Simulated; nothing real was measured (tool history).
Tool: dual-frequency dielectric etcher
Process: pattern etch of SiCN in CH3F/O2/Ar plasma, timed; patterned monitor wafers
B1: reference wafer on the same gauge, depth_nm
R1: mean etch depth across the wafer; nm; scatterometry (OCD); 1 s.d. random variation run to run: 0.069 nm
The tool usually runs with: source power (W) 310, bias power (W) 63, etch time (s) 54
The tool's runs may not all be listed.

{"run": 1, "hour": 0.0, "source power (W)": 310, "bias power (W)": 63, "etch time (s)": 54, "B1": 17.79, "R1": 17.85}
{"run": 2, "hour": 98.7, "source power (W)": 310, "bias power (W)": 63, "etch time (s)": 54, "B1": 17.8, "R1": 17.64}
{"run": 3, "hour": 138.9, "source power (W)": 310, "bias power (W)": 63, "etch time (s)": 54, "B1": 17.82, "R1": 17.55}
{"hour": 183.3, "done": "gauge calibrated"}
{"run": 4, "hour": 222.8, "source power (W)": 310, "bias power (W)": 63, "etch time (s)": 54, "B1": 17.78, "R1": 17.38}
{"run": 5, "hour": 302.8, "source power (W)": 310, "bias power (W)": 63, "etch time (s)": 54, "B1": 17.82, "R1": 17.4}
{"hour": 390.2, "done": "bias power generator calibrated"}
{"run": 6, "hour": 408.6, "source power (W)": 310, "bias power (W)": 69, "etch time (s)": 64.5, "B1": 17.78, "R1": 21.3}
{"hour": 480.7, "done": "wet clean of the chamber"}
{"run": 7, "hour": 481.2, "source power (W)": 310, "bias power (W)": 69, "etch time (s)": 64.5, "B1": 17.78, "R1": 21.98}
{"run": 8, "hour": 580.4, "source power (W)": 310, "bias power (W)": 69, "etch time (s)": 64.5, "B1": 17.8, "R1": 21.78}
{"run": 9, "hour": 619.3, "source power (W)": 310, "bias power (W)": 63, "etch time (s)": 54, "B1": 17.82, "R1": 17.81}
{"run": 10, "hour": 672.2, "source power (W)": 350, "bias power (W)": 73, "etch time (s)": 54, "B1": 17.77, "R1": 19.25}
{"run": 11, "hour": 734.0, "source power (W)": 310, "bias power (W)": 63, "etch time (s)": 54, "B1": 17.79, "R1": 17.56}
{"hour": 850.2, "done": "upper electrode replaced"}
{"run": 12, "hour": 850.7, "source power (W)": 380, "bias power (W)": 56, "etch time (s)": 40, "B1": 17.81, "R1": 13.53}
{"run": 13, "hour": 880.6, "source power (W)": 310, "bias power (W)": 63, "etch time (s)": 54, "B1": 17.79, "R1": 17.17}
{"run": 14, "hour": 954.8, "source power (W)": 340, "bias power (W)": 47, "etch time (s)": 54, "B1": 17.82, "R1": 16.58}
{"hour": 1020.0, "done": "source power generator calibrated"}
{"run": 15, "hour": 1023.8, "source power (W)": 310, "bias power (W)": 63, "etch time (s)": 54, "B1": 17.83, "R1": 17.17}
{"hour": 1106.9, "done": "wet clean of the chamber"}
{"run": 16, "hour": 1112.5, "source power (W)": 310, "bias power (W)": 63, "etch time (s)": 42.5, "B1": 17.79, "R1": 14.19}

Expected results for the next run?
{"run": 17, "hour": 1205.3, "source power (W)": 310, "bias power (W)": 63, "etch time (s)": 47, "B1": "?", "R1": "?"}

Run 17 yielded B1 17.82, R1 15.51 nm.
With no hidden state in the tool, this same run would have given R1 15.72 nm.

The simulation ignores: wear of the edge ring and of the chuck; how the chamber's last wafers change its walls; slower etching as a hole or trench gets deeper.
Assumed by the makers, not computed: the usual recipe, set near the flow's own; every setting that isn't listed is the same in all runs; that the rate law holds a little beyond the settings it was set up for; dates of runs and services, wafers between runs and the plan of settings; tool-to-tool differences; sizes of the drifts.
